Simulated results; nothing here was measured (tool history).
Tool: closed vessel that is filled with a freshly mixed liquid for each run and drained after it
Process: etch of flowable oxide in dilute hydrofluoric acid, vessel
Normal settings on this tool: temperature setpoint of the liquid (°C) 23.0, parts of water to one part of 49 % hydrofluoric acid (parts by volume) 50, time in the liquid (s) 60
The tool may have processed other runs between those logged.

run   hour  temperature setpoint of the liquid (°C)  parts of water to one part of 49 % hydrofluoric acid (parts by volume)  time in the liquid (s)  read-back film thickness of the flowable oxide reference wafer, read on the same gauge (nm)  thickness taken off the flowable oxide on a monitor wafer (angstrom)
  1    0.0                                     23.0                                                                      50                      60                                                                                        89.99                                                                 475.5
  2   29.4                                     23.0                                                                      30                      60                                                                                        89.98                                                                 816.3
  3   56.3                                     23.0                                                                      30                      60                                                                                        89.99                                                                 817.5
  4  115.3                                     23.0                                                                      50                      45                                                                                        90.05                                                                 361.9
  5  163.2                                     23.0                                                                      50                      60                                                                                        90.02                                                                 473.2
  6  227.0                                     23.0                                                                      70                      60                                                                                        89.96                                                                 326.7
  7  277.0                                     21.0                                                                      50                      60                                                                                        90.00                                                                 430.8
  8  321.5                                     23.0                                                                      50                      60                                                                                        89.98                                                                 473.1
  9  362.2                                     23.0                                                                      50                      60                                                                                        90.07                                                                 462.8
 10  465.7                                     23.0                                                                      50                      60                                                                                        89.98                                                                 469.8
 11  528.1                                     23.0                                                                      50                      60                                                                                        89.96                                                                 467.0
 12  586.2                                     23.0                                                                      75                      60                                                                                        89.98                                                                 301.8
 13  632.8                                     25.5                                                                      65                      60                                                                                        90.00                                                                 379.2
 14  659.1                                     19.0                                                                      30                      80                                                                                        89.99                                                                 995.6
 15  707.1                                     23.0                                                                      50                      60                                                                                        89.94                                                                 515.1
 16  752.3                                     20.0                                                                      30                      50                                                                                        89.99                                                                 648.8
 17  815.9                                     23.0                                                                      50                      30                                                                                        90.05                                                                 255.6
 18  856.0                                     23.0                                                                      50                      60                                                                                        89.96                                                                 513.3
 19  905.5                                     19.0                                                                      65                      30                                                                                        90.01                                                                 162.7

The log once held 3 entries between its listed runs, left out of this copy. Where does each go, and what is different about the tool's unlogged condition between the listed run before it and the listed run after it?
After run 7, before run 8: gauge calibrated (hour 301.8); thermometer replaced (hour 317.3)
  hydrofluoric acid flow below the setpoint (%): 10.1 -> 10.4
  measured result minus the result with no hidden state, thickness taken off the flowable oxide on a monitor wafer (angstrom): -51.8 -> -58.6
After run 13, before run 14: hydrofluoric acid flow meter replaced (hour 635.3)
  hydrofluoric acid flow below the setpoint (%): 12 -> 2.12
  measured result minus the result with no hidden state, thickness taken off the flowable oxide on a monitor wafer (angstrom): -56.9 -> -22.4
